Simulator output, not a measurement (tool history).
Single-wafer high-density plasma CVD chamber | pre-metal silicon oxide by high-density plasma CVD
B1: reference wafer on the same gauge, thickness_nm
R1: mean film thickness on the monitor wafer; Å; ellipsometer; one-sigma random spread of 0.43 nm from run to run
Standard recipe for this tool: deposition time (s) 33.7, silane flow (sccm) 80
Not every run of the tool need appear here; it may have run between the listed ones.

run 1 hour=0.0 | deposition_time_(s)=33.7 silane_flow_(sccm)=83 | B1=279.025 | R1=2790.62
run 2 hour=10.2 | deposition_time_(s)=33.7 silane_flow_(sccm)=80 | B1=279.017 | R1=2688.00
run 3 hour=26.6 | deposition_time_(s)=33.7 silane_flow_(sccm)=80 | B1=279.010 | R1=2686.60
run 4 hour=35.1 | deposition_time_(s)=29.3 silane_flow_(sccm)=76 | B1=278.915 | R1=2219.32
run 5 hour=45.2 | deposition_time_(s)=29.3 silane_flow_(sccm)=76 | B1=279.083 | R1=2219.32
run 6 hour=59.0 | deposition_time_(s)=29.3 silane_flow_(sccm)=76 | B1=278.976 | R1=2226.07
run 7 hour=73.5 | deposition_time_(s)=33.7 silane_flow_(sccm)=84 | B1=279.089 | R1=2820.29
run 8 hour=90.4 | deposition_time_(s)=33.7 silane_flow_(sccm)=84 | B1=279.108 | R1=2816.62
run 9 hour=101.7 | deposition_time_(s)=33.7 silane_flow_(sccm)=90 | B1=279.057 | R1=3030.87
run 10 hour=115.1 | deposition_time_(s)=33.7 silane_flow_(sccm)=90 | B1=278.927 | R1=3023.79
run 11 hour=121.7 | deposition_time_(s)=33.7 silane_flow_(sccm)=90 | B1=278.981 | R1=3020.81
run 12 hour=131.2 | deposition_time_(s)=33.7 silane_flow_(sccm)=80 | B1=279.009 | R1=2685.45
run 13 hour=148.5 | deposition_time_(s)=33.7 silane_flow_(sccm)=80 | B1=279.091 | R1=2688.63
-- hour=151.8 gauge calibrated
run 14 hour=158.1 | deposition_time_(s)=33.7 silane_flow_(sccm)=80 | B1=279.018 | R1=2688.37
run 15 hour=165.3 | deposition_time_(s)=32.1 silane_flow_(sccm)=83 | B1=279.020 | R1=2656.59
run 16 hour=180.7 | deposition_time_(s)=33.7 silane_flow_(sccm)=80 | B1=278.895 | R1=2690.62
run 17 hour=188.9 | deposition_time_(s)=33.7 silane_flow_(sccm)=80 | B1=278.943 | R1=2686.60
run 18 hour=196.6 | deposition_time_(s)=33.7 silane_flow_(sccm)=80 | B1=279.180 | R1=2688.05
run 19 hour=206.9 | deposition_time_(s)=33.7 silane_flow_(sccm)=80 | B1=279.127 | R1=2691.54
run 20 hour=214.3 | deposition_time_(s)=28.9 silane_flow_(sccm)=80 | B1=279.009 | R1=2305.19
run 21 hour=220.8 | deposition_time_(s)=30.7 silane_flow_(sccm)=86 | B1=279.003 | R1=2624.30
run 22 hour=229.2 | deposition_time_(s)=39.5 silane_flow_(sccm)=80 | B1=279.027 | R1=3154.50
-- hour=241.1 silane flow controller replaced
run 23 hour=247.0 | deposition_time_(s)=29.2 silane_flow_(sccm)=85 | B1=279.009 | R1=2659.35
run 24 hour=258.7 | deposition_time_(s)=28.4 silane_flow_(sccm)=80 | B1=278.987 | R1=2435.97
run 25 hour=268.9 | deposition_time_(s)=33.7 silane_flow_(sccm)=80 | B1=279.049 | R1=2888.23
run 26 hour=278.2 | deposition_time_(s)=33.7 silane_flow_(sccm)=80 | B1=278.988 | R1=2876.32
run 27 hour=296.1 | deposition_time_(s)=29.5 silane_flow_(sccm)=75 | B1=279.044 | R1=2361.01
run 28 hour=302.1 | deposition_time_(s)=29.3 silane_flow_(sccm)=90 | B1=278.963 | R1=2821.48
run 29 hour=318.6 | deposition_time_(s)=29.5 silane_flow_(sccm)=95 | B1=278.975 | R1=2992.29
run 30 hour=333.8 | deposition_time_(s)=40.3 silane_flow_(sccm)=66 | B1=279.062 | R1=2840.57
run 31 hour=344.5 | deposition_time_(s)=39.9 silane_flow_(sccm)=95 | B1=279.065 | R1=4049.40
run 32 hour=353.8 | deposition_time_(s)=36.7 silane_flow_(sccm)=67 | B1=279.036 | R1=2626.51
run 33 hour=370.7 | deposition_time_(s)=29.2 silane_flow_(sccm)=85 | B1=278.915 | R1=2645.58
run 34 hour=378.3 | deposition_time_(s)=33.7 silane_flow_(sccm)=80 | B1=279.028 | R1=2873.63
run 35 hour=387.2 | deposition_time_(s)=27.2 silane_flow_(sccm)=65 | B1=279.034 | R1=1879.45
run 36 hour=402.6 | deposition_time_(s)=31.2 silane_flow_(sccm)=86 | B1=278.989 | R1=2851.90
run 37 hour=416.6 | deposition_time_(s)=27.2 silane_flow_(sccm)=69 | B1=279.103 | R1=1997.76
run 38 hour=429.4 | deposition_time_(s)=29.5 silane_flow_(sccm)=75 | B1=278.979 | R1=2351.44
run 39 hour=437.8 | deposition_time_(s)=31.1 silane_flow_(sccm)=89 | B1=278.847 | R1=2946.47

For each run, what was the tool's unlogged condition?
gauge reads high (%): 0 at every run
H1: delivered silane flow above the setpoint (%)
run=1 H1=-6.67
run=2 H1=-6.67
run=3 H1=-6.68
run=4 H1=-6.68
run=5 H1=-6.68
run=6 H1=-6.68
run=7 H1=-6.69
run=8 H1=-6.69
run=9 H1=-6.7
run=10 H1=-6.7
run=11 H1=-6.7
run=12 H1=-6.7
run=13 H1=-6.71
run=14 H1=-6.71
run=15 H1=-6.71
run=16 H1=-6.72
run=17 H1=-6.72
run=18 H1=-6.72
run=19 H1=-6.73
run=20 H1=-6.73
run=21 H1=-6.73
run=22 H1=-6.73
run=23 H1=0.127
run=24 H1=0.0779
run=25 H1=0.0358
run=26 H1=-0.00236
run=27 H1=-0.0752
run=28 H1=-0.0994
run=29 H1=-0.165
run=30 H1=-0.226
run=31 H1=-0.268
run=32 H1=-0.304
run=33 H1=-0.369
run=34 H1=-0.399
run=35 H1=-0.433
run=36 H1=-0.491
run=37 H1=-0.543
run=38 H1=-0.591
run=39 H1=-0.622
